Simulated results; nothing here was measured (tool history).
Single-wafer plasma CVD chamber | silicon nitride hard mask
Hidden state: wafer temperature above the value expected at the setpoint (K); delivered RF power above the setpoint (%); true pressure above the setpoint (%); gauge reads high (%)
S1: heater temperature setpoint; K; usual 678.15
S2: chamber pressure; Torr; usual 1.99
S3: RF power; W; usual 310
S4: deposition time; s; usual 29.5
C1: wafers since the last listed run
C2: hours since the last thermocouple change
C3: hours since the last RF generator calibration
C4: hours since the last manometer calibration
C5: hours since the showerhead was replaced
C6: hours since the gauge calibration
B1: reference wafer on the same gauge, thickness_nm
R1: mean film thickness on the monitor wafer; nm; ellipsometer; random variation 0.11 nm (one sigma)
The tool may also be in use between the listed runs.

| run | day | S1 | S2 | S3 | S4 | C1 | C2 | C3 | C4 | C5 | C6 | B1 | R1 |
|---|---|---|---|---|---|---|---|---|---|---|---|---|---|
| 1 | 0.000 | 678.15 | 1.99 | 310 | 29.5 | 0 | 1367.7 | 779.9 | 1061.5 | 6464.8 | 1173.0 | 40.814 | 35.321 |
| 2 | 1.600 | 678.15 | 1.99 | 310 | 29.5 | 969 | 1406.1 | 818.3 | 1099.9 | 6503.2 | 1211.4 | 40.791 | 35.109 |
| 3 | 3.183 | 678.15 | 1.99 | 310 | 29.5 | 959 | 1444.1 | 856.3 | 1137.9 | 6541.2 | 1249.4 | 40.796 | 35.208 |
| 4 | 5.800 | 678.15 | 1.79 | 310 | 29.5 | 1585 | 1506.9 | 919.1 | 1200.7 | 6604.0 | 1312.2 | 40.827 | 34.736 |
| 5 | 6.883 | 678.15 | 1.99 | 310 | 31.7 | 656 | 1532.9 | 945.1 | 1226.7 | 6630.0 | 1338.2 | 40.796 | 37.778 |
| 6 | 8.488 | 684.15 | 1.99 | 310 | 29.5 | 971 | 1571.4 | 983.6 | 1265.2 | 6668.5 | 1376.7 | 40.812 | 34.936 |
| 7 | 9.862 | 684.15 | 1.99 | 310 | 29.5 | 833 | 1604.4 | 1016.6 | 1298.2 | 6701.5 | 1409.7 | 40.791 | 35.095 |
| 8 | 12.558 | 684.15 | 1.99 | 310 | 29.5 | 1633 | 1669.1 | 1081.3 | 1362.9 | 6766.2 | 1474.4 | 40.821 | 35.020 |
| 9 | 14.262 | 687.15 | 1.99 | 310 | 29.5 | 1032 | 1710.0 | 1122.2 | 1403.8 | 6807.1 | 1515.3 | 40.786 | 34.894 |
| 10 | 17.008 | 687.15 | 1.99 | 310 | 29.5 | 1663 | 1775.9 | 1188.1 | 1469.7 | 6873.0 | 1581.2 | 40.803 | 35.131 |
| 11 | 18.604 | 678.15 | 1.99 | 310 | 29.5 | 966 | 1814.2 | 1226.4 | 1508.0 | 6911.3 | 1619.5 | 40.795 | 35.339 |
| 12 | 21.117 | 678.15 | 1.99 | 310 | 29.5 | 1522 | 1874.5 | 1286.7 | 1568.3 | 6971.6 | 1679.8 | 40.783 | 35.234 |
|  | 22.638 | showerhead replaced |
| 13 | 23.162 | 682.15 | 2.45 | 370 | 24.0 | 1037 | 1923.6 | 1335.8 | 1617.4 | 12.6 | 1728.9 | 40.765 | 33.931 |
| 14 | 25.608 | 684.15 | 2.42 | 275 | 26.5 | 1481 | 1982.3 | 1394.5 | 1676.1 | 71.3 | 1787.6 | 40.765 | 28.710 |
|  | 27.746 | thermocouple changed; heater temperature recalibrated |
| 15 | 27.767 | 678.15 | 1.99 | 310 | 29.5 | 1105 | 0.5 | 1446.3 | 1727.9 | 123.1 | 1839.4 | 40.840 | 35.183 |
|  | 29.333 | gauge calibrated |
| 16 | 30.371 | 686.15 | 1.99 | 310 | 29.5 | 1577 | 63.0 | 1508.8 | 1790.4 | 185.6 | 24.9 | 40.835 | 34.814 |
| 17 | 31.929 | 678.15 | 1.99 | 310 | 29.5 | 944 | 100.4 | 1546.2 | 1827.8 | 223.0 | 62.3 | 40.824 | 35.005 |
| 18 | 33.358 | 678.15 | 2.31 | 310 | 29.5 | 865 | 134.7 | 1580.5 | 1862.1 | 257.3 | 96.6 | 40.758 | 35.691 |
|  | 34.525 | RF generator calibrated |
| 19 | 35.179 | 678.15 | 2.25 | 310 | 29.5 | 901 | 178.4 | 15.7 | 1905.8 | 301.0 | 140.3 | 40.775 | 36.603 |
|  | 35.638 | capacitance manometer re-zeroed and calibrated |
| 20 | 36.488 | 678.15 | 1.99 | 310 | 29.5 | 590 | 209.8 | 47.1 | 20.4 | 332.4 | 171.7 | 40.833 | 36.173 |
| 21 | 38.392 | 693.15 | 2.19 | 335 | 26.2 | 1153 | 255.5 | 92.8 | 66.1 | 378.1 | 217.4 | 40.803 | 34.238 |
| 22 | 40.567 | 665.15 | 1.99 | 310 | 31.1 | 1317 | 307.7 | 145.0 | 118.3 | 430.3 | 269.6 | 40.812 | 37.921 |
| 23 | 42.958 | 688.15 | 2.42 | 255 | 26.7 | 1449 | 365.1 | 202.4 | 175.7 | 487.7 | 327.0 | 40.804 | 27.251 |
| 24 | 44.000 | 678.15 | 1.99 | 310 | 29.5 | 631 | 390.1 | 227.4 | 200.7 | 512.7 | 352.0 | 40.808 | 35.505 |
| 25 | 45.704 | 678.15 | 1.99 | 290 | 23.8 | 1032 | 431.0 | 268.3 | 241.6 | 553.6 | 392.9 | 40.832 | 27.023 |
| 26 | 48.267 | 678.15 | 2.13 | 345 | 29.5 | 1552 | 492.5 | 329.8 | 303.1 | 615.1 | 454.4 | 40.774 | 39.590 |
| 27 | 49.633 | 678.15 | 1.99 | 310 | 29.5 | 828 | 525.3 | 362.6 | 335.9 | 647.9 | 487.2 | 40.797 | 35.569 |
| 28 | 52.242 | 678.15 | 2.33 | 330 | 29.5 | 1580 | 587.9 | 425.2 | 398.5 | 710.5 | 549.8 | 40.826 | 38.473 |
| 29 | 54.725 | 678.15 | 1.99 | 310 | 23.7 | 1504 | 647.5 | 484.8 | 458.1 | 770.1 | 609.4 | 40.844 | 28.558 |

Forecast each of these 4 alternatives for the next run:
| A | 54.742 | 678.15 | 1.99 | 310 | 32.8 | 10 | 647.9 | 485.2 | 458.5 | 770.5 | 609.8 | ? | ? |
| B | 54.742 | 678.15 | 1.79 | 345 | 29.5 | 10 | 647.9 | 485.2 | 458.5 | 770.5 | 609.8 | ? | ? |
| C | 54.742 | 678.15 | 1.99 | 365 | 29.5 | 10 | 647.9 | 485.2 | 458.5 | 770.5 | 609.8 | ? | ? |
| D | 54.742 | 678.15 | 1.99 | 310 | 31.3 | 10 | 647.9 | 485.2 | 458.5 | 770.5 | 609.8 | ? | ? |

| run | B1 | R1 |
|---|---|---|
| A | 40.775 | 39.187 |
| B | 40.775 | 38.206 |
| C | 40.775 | 40.595 |
| D | 40.775 | 37.399 |
Without the tool's hidden state the same runs would have given:
| run | R1 |
|---|---|
| A | 40.318 |
| B | 39.251 |
| C | 41.705 |
| D | 38.479 |

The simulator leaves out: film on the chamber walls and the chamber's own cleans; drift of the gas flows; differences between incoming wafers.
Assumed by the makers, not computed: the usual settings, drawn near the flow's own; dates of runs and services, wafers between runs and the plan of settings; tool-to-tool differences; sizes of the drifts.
